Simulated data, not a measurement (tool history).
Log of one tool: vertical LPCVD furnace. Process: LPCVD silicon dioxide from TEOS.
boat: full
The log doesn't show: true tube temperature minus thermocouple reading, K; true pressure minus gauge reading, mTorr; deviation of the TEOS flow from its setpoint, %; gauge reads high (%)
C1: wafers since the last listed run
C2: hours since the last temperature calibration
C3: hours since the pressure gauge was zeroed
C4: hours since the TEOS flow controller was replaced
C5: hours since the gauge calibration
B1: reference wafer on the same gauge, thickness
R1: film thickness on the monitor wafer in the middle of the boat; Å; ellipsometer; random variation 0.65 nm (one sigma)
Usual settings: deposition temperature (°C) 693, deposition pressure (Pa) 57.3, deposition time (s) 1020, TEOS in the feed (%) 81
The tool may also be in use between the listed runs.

Run 1, hour 0.0: usual settings but deposition pressure (Pa) 68.7, deposition time (s) 1110; C1 0; C2 1962.5; C3 1322.4; C4 4425.8; C5 123.6; B1 134.97. Result: R1 1871.8 Å.
Run 2, hour 18.5: usual settings but deposition pressure (Pa) 68.7, deposition time (s) 1110; C1 298; C2 1981.0; C3 1340.9; C4 4444.3; C5 142.1; B1 135.00. Result: R1 1861.9 Å.
Run 3, hour 50.6: usual settings but deposition pressure (Pa) 49.3, deposition time (s) 750; C1 517; C2 2013.1; C3 1373.0; C4 4476.4; C5 174.2; B1 135.00. Result: R1 1076.4 Å.
Run 4, hour 81.5: usual settings but deposition pressure (Pa) 49.3, deposition time (s) 750; C1 498; C2 2044.0; C3 1403.9; C4 4507.3; C5 205.1; B1 135.06. Result: R1 1079.3 Å.
Run 5, hour 98.6: usual settings but deposition pressure (Pa) 49.3, deposition time (s) 750; C1 275; C2 2061.1; C3 1421.0; C4 4524.4; C5 222.2; B1 134.90. Result: R1 1076.4 Å.
Run 6, hour 112.7: usual settings but deposition time (s) 870, TEOS in the feed (%) 77; C1 227; C2 2075.2; C3 1435.1; C4 4538.5; C5 236.3; B1 135.13. Result: R1 1308.6 Å.
Run 7, hour 134.6: usual settings but deposition time (s) 870, TEOS in the feed (%) 77; C1 352; C2 2097.1; C3 1457.0; C4 4560.4; C5 258.2; B1 134.97. Result: R1 1312.8 Å.
At hour 168.2: pressure gauge zeroed.
At hour 191.4: thermocouples replaced and temperature profile calibrated.
Run 8, hour 191.9: usual settings but deposition temperature (°C) 688; C1 162; C2 0.5; C3 23.7; C4 4617.7; C5 315.5; B1 135.05. Result: R1 1271.4 Å.
Run 9, hour 196.1: usual settings but deposition temperature (°C) 688; C1 67; C2 4.7; C3 27.9; C4 4621.9; C5 319.7; B1 135.02. Result: R1 1271.9 Å.
Run 10, hour 200.4: usual settings but deposition temperature (°C) 698; C1 69; C2 9.0; C3 32.2; C4 4626.2; C5 324.0; B1 135.08. Result: R1 1599.9 Å.
Run 11, hour 210.2: usual settings but deposition temperature (°C) 698; C1 157; C2 18.8; C3 42.0; C4 4636.0; C5 333.8; B1 134.82. Result: R1 1612.3 Å.
At hour 217.8: gauge calibrated.
At hour 252.1: TEOS flow controller replaced.
Run 12, hour 252.6: usual settings but deposition temperature (°C) 698; C1 296; C2 61.2; C3 84.4; C4 0.5; C5 34.8; B1 134.99. Result: R1 1611.3 Å.
Run 13, hour 256.9: usual settings but deposition temperature (°C) 702, deposition pressure (Pa) 66.0; C1 69; C2 65.5; C3 88.7; C4 4.8; C5 39.1; B1 134.84. Result: R1 1909.3 Å.
Run 14, hour 283.8: usual settings but deposition temperature (°C) 687; C1 433; C2 92.4; C3 115.6; C4 31.7; C5 66.0; B1 134.98. Result: R1 1254.8 Å.
Run 15, hour 296.7: usual settings but deposition temperature (°C) 686, TEOS in the feed (%) 89; C1 207; C2 105.3; C3 128.5; C4 44.6; C5 78.9; B1 135.00. Result: R1 1282.9 Å.
Run 16, hour 315.9: usual settings but deposition temperature (°C) 683, deposition pressure (Pa) 49.3, deposition time (s) 720, TEOS in the feed (%) 69; C1 309; C2 124.5; C3 147.7; C4 63.8; C5 98.1; B1 135.03. Result: R1 691.8 Å.
Run 17, hour 328.6: usual settings but deposition pressure (Pa) 46.0, deposition time (s) 1230; C1 204; C2 137.2; C3 160.4; C4 76.5; C5 110.8; B1 135.25. Result: R1 1564.3 Å.
Run 18, hour 347.7: usual settings but deposition pressure (Pa) 64.0, TEOS in the feed (%) 91; C1 307; C2 156.3; C3 179.5; C4 95.6; C5 129.9; B1 135.05. Result: R1 1628.1 Å.
Run 19, hour 374.9: usual settings; C1 438; C2 183.5; C3 206.7; C4 122.8; C5 157.1; B1 135.19. Result: R1 1466.2 Å.
Run 20, hour 387.4: usual settings but deposition pressure (Pa) 52.0, deposition time (s) 900, TEOS in the feed (%) 94; C1 201; C2 196.0; C3 219.2; C4 135.3; C5 169.6; B1 135.07. Result: R1 1321.2 Å.
Run 21, hour 416.9: usual settings but deposition temperature (°C) 699, deposition pressure (Pa) 64.7; C1 475; C2 225.5; C3 248.7; C4 164.8; C5 199.1; B1 134.96. Result: R1 1793.0 Å.
Run 22, hour 431.8: usual settings but deposition time (s) 1290, TEOS in the feed (%) 73; C1 240; C2 240.4; C3 263.6; C4 179.7; C5 214.0; B1 135.30. Result: R1 1767.3 Å.
Run 23, hour 500.9: usual settings but deposition time (s) 1170, TEOS in the feed (%) 66; C1 1113; C2 309.5; C3 332.7; C4 248.8; C5 283.1; B1 135.11. Result: R1 1530.8 Å.
Run 24, hour 516.9: usual settings; C1 257; C2 325.5; C3 348.7; C4 264.8; C5 299.1; B1 135.06. Result: R1 1473.2 Å.

5 ways to go on from here, each from the tool as it stands after run 24. What would each give?
Run A, hour 521.2: usual settings; C1 69; C2 329.8; C3 353.0; C4 269.1; C5 303.4; B1 ?. Result: R1 ?.
Run B, hour 521.2: usual settings but deposition temperature (°C) 685; C1 69; C2 329.8; C3 353.0; C4 269.1; C5 303.4; B1 ?. Result: R1 ?.
Run C, hour 521.2: usual settings but deposition temperature (°C) 697, deposition pressure (Pa) 67.3; C1 69; C2 329.8; C3 353.0; C4 269.1; C5 303.4; B1 ?. Result: R1 ?.
Run D, hour 521.2: usual settings but deposition temperature (°C) 689, deposition pressure (Pa) 50.0; C1 69; C2 329.8; C3 353.0; C4 269.1; C5 303.4; B1 ?. Result: R1 ?.
Run E, hour 521.2: usual settings but deposition temperature (°C) 703, deposition time (s) 630, TEOS in the feed (%) 97; C1 69; C2 329.8; C3 353.0; C4 269.1; C5 303.4; B1 ?. Result: R1 ?.

run      B1      R1
  A  135.17  1484.5
  B  135.17  1228.0
  C  135.17  1766.7
  D  135.17  1261.4
  E  135.17  1266.3
Without the tool's hidden state the same runs would have given:
run      R1
  A  1424.1
  B  1177.2
  C  1695.5
  D  1209.6
  E  1215.8
